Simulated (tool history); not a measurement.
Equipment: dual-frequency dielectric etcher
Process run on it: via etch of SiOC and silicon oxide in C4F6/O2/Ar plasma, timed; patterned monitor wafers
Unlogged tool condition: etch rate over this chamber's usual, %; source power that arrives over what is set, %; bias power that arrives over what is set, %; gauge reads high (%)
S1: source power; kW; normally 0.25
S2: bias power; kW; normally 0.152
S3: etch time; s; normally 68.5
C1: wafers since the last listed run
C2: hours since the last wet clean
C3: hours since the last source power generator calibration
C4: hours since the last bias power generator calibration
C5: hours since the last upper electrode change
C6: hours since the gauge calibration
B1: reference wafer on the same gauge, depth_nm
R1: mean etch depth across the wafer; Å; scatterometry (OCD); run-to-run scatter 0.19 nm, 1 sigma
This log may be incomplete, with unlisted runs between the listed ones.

run,hour,S1,S2,S3,C1,C2,C3,C4,C5,C6,B1,R1
1,0,0.22,0.152,68.5,0,382,2006.2,4107.8,5312.7,1635.3,60.9,592
# hour 28: wet clean of the chamber
2,69.8,0.25,0.152,68.5,592,41.8,2076,4177.6,5382.5,1705.1,60.9,637
3,105,0.25,0.152,68.5,455,77,2111.2,4212.8,5417.7,1740.3,60.9,632
4,154,0.25,0.152,68.5,634,126,2160.2,4261.8,5466.7,1789.3,60.9,632
5,180.2,0.25,0.169,68.5,339,152.2,2186.4,4288,5492.9,1815.5,60.9,657
6,208.5,0.25,0.169,68.5,366,180.5,2214.7,4316.3,5521.2,1843.8,60.9,653
# hour 224.1: source power generator calibrated
7,258.7,0.25,0.124,68.5,598,230.7,34.6,4366.5,5571.4,1894,60.9,586
8,322.7,0.25,0.124,68.5,828,294.7,98.6,4430.5,5635.4,1958,60.9,585
9,354.3,0.25,0.124,68.5,409,326.3,130.2,4462.1,5667,1989.6,60.9,585
# hour 368: gauge calibrated
10,393.9,0.25,0.152,68.5,512,365.9,169.8,4501.7,5706.6,25.9,60.9,623
11,440.6,0.19,0.152,68.5,604,412.6,216.5,4548.4,5753.3,72.6,60.9,538
# hour 465.6: wet clean of the chamber
12,500.9,0.25,0.152,82.5,469,35.3,276.8,4608.7,5813.6,132.9,61,750
13,556.6,0.3,0.125,68.5,720,91,332.5,4664.4,5869.3,188.6,60.9,642
14,617.8,0.28,0.152,68.5,792,152.2,393.7,4725.6,5930.5,249.8,60.9,658
# hour 624.6: source power generator calibrated, repeated, since the last time left the tool worse
# hour 645.4: upper electrode replaced
15,645.9,0.25,0.152,68.5,41,180.3,21.3,4753.7,0.5,277.9,60.9,643
16,683.3,0.25,0.168,68.5,484,217.7,58.7,4791.1,37.9,315.3,60.9,661
17,737.8,0.25,0.152,68.5,705,272.2,113.2,4845.6,92.4,369.8,60.9,642
18,766.4,0.25,0.152,68.5,370,300.8,141.8,4874.2,121,398.4,60.9,644
# hour 780.7: bias power generator calibrated
19,802.9,0.25,0.152,68.5,420,337.3,178.3,22.2,157.5,434.9,60.9,643
20,837.3,0.27,0.152,68.5,445,371.7,212.7,56.6,191.9,469.3,60.9,667
# hour 909.3: wet clean of the chamber
21,909.8,0.25,0.152,89,627,0.5,285.2,129.1,264.4,541.8,60.9,836
22,972,0.25,0.152,68.5,805,62.7,347.4,191.3,326.6,604,61,644
23,1007.3,0.23,0.152,60.5,456,98,382.7,226.6,361.9,639.3,60.9,540
24,1035.5,0.25,0.152,79,365,126.2,410.9,254.8,390.1,667.5,60.9,739
25,1078.2,0.25,0.174,51,552,168.9,453.6,297.5,432.8,710.2,60.9,498
26,1118.7,0.3,0.152,68.5,524,209.4,494.1,338,473.3,750.7,60.8,702
27,1173.6,0.25,0.174,59.5,710,264.3,549,392.9,528.2,805.6,60.9,583
28,1245.2,0.19,0.13,86.5,926,335.9,620.6,464.5,599.8,877.2,60.9,671
29,1289.3,0.25,0.184,68.5,570,380,664.7,508.6,643.9,921.3,60.9,679

4 ways to go on from here, each from the tool as it stands after run 29. What would each give?
A,1289.7,0.25,0.171,68.5,5,380.4,665.1,509,644.3,921.7,?,?
B,1289.7,0.25,0.186,63.5,5,380.4,665.1,509,644.3,921.7,?,?
C,1289.7,0.29,0.121,55.5,5,380.4,665.1,509,644.3,921.7,?,?
D,1289.7,0.31,0.12,68.5,5,380.4,665.1,509,644.3,921.7,?,?

run,B1,R1
A,61,664
B,61,632
C,61,523
D,61,665
With the hidden condition removed and each run's random variation left untouched, the same runs would have given:
run,R1
A,667
B,635
C,525
D,668
